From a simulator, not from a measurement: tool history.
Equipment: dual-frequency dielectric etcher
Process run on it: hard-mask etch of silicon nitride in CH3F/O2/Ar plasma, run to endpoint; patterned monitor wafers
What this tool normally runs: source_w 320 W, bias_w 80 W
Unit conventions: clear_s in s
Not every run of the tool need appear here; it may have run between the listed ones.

| run | hour | source_w | bias_w | wafers since the last listed run | hours since the last wet clean | hours since the last source power generator calibration | hours since the last bias power generator calibration | hours since the last upper electrode change | incoming incoming film thickness, nm | clear_s |
|---|---|---|---|---|---|---|---|---|---|---|
| 1 | 0.0 | 320 | 80 | 0 | 351.7 | 1096.5 | 3576.4 | 4723.6 | 38.19 | 59.1 |
|  | 26.1 | wet clean of the chamber |
| 2 | 62.6 | 320 | 69 | 442 | 36.5 | 1159.1 | 3639.0 | 4786.2 | 38.50 | 61.2 |
| 3 | 137.0 | 320 | 69 | 852 | 110.9 | 1233.5 | 3713.4 | 4860.6 | 38.64 | 61.8 |
| 4 | 246.4 | 320 | 69 | 1252 | 220.3 | 1342.9 | 3822.8 | 4970.0 | 38.53 | 61.6 |
| 5 | 289.2 | 320 | 80 | 490 | 263.1 | 1385.7 | 3865.6 | 5012.8 | 38.44 | 58.7 |
| 6 | 385.7 | 320 | 80 | 1105 | 359.6 | 1482.2 | 3962.1 | 5109.3 | 38.79 | 60.2 |
|  | 443.7 | wet clean of the chamber |
| 7 | 467.8 | 320 | 80 | 665 | 24.1 | 1564.3 | 4044.2 | 5191.4 | 38.61 | 58.2 |
| 8 | 565.9 | 320 | 80 | 1123 | 122.2 | 1662.4 | 4142.3 | 5289.5 | 38.55 | 58.3 |
| 9 | 643.7 | 320 | 80 | 891 | 200.0 | 1740.2 | 4220.1 | 5367.3 | 38.49 | 58.6 |
| 10 | 701.0 | 320 | 80 | 656 | 257.3 | 1797.5 | 4277.4 | 5424.6 | 38.44 | 59.0 |
| 11 | 742.8 | 320 | 80 | 478 | 299.1 | 1839.3 | 4319.2 | 5466.4 | 38.42 | 58.6 |
|  | 753.3 | bias power generator calibrated |
|  | 839.7 | wet clean of the chamber |
| 12 | 847.0 | 320 | 80 | 872 | 7.3 | 1943.5 | 93.7 | 5570.6 | 38.02 | 57.6 |
| 13 | 909.3 | 260 | 97 | 713 | 69.6 | 2005.8 | 156.0 | 5632.9 | 38.74 | 58.6 |
| 14 | 967.3 | 320 | 80 | 664 | 127.6 | 2063.8 | 214.0 | 5690.9 | 38.11 | 58.0 |
|  | 998.0 | source power generator calibrated |
| 15 | 1073.5 | 250 | 74 | 1170 | 233.8 | 75.5 | 320.2 | 5797.1 | 38.53 | 65.7 |
| 16 | 1120.9 | 390 | 66 | 542 | 281.2 | 122.9 | 367.6 | 5844.5 | 38.64 | 59.9 |
|  | 1192.8 | upper electrode replaced |
| 17 | 1201.2 | 320 | 69 | 644 | 361.5 | 203.2 | 447.9 | 8.4 | 38.53 | 62.8 |
|  | 1296.7 | wet clean of the chamber |
| 18 | 1297.2 | 240 | 86 | 824 | 0.5 | 299.2 | 543.9 | 104.4 | 38.38 | 62.0 |
| 19 | 1323.5 | 370 | 97 | 301 | 26.8 | 325.5 | 570.2 | 130.7 | 38.51 | 52.9 |
| 20 | 1428.2 | 320 | 80 | 1199 | 131.5 | 430.2 | 674.9 | 235.4 | 38.51 | 59.2 |
| 21 | 1494.1 | 300 | 94 | 754 | 197.4 | 496.1 | 740.8 | 301.3 | 38.72 | 57.9 |
| 22 | 1539.5 | 320 | 67 | 519 | 242.8 | 541.5 | 786.2 | 346.7 | 38.68 | 63.3 |
| 23 | 1606.1 | 320 | 70 | 762 | 309.4 | 608.1 | 852.8 | 413.3 | 38.60 | 62.4 |
| 24 | 1651.1 | 320 | 61 | 515 | 354.4 | 653.1 | 897.8 | 458.3 | 38.48 | 64.3 |

3 ways to go on from here, each from the tool as it stands after run 24. What would each give?
| A | 1651.5 | 320 | 65 | 4 | 354.8 | 653.5 | 898.2 | 458.7 | 38.72 | ? |
| B | 1651.5 | 350 | 100 | 4 | 354.8 | 653.5 | 898.2 | 458.7 | 38.72 | ? |
| C | 1651.5 | 360 | 89 | 4 | 354.8 | 653.5 | 898.2 | 458.7 | 38.72 | ? |

| run | clear_s |
|---|---|
| A | 63.8 |
| B | 54.8 |
| C | 56.3 |
With no hidden state in the tool, these same runs would have given:
| run | clear_s |
|---|---|
| A | 62.9 |
| B | 54.0 |
| C | 55.5 |
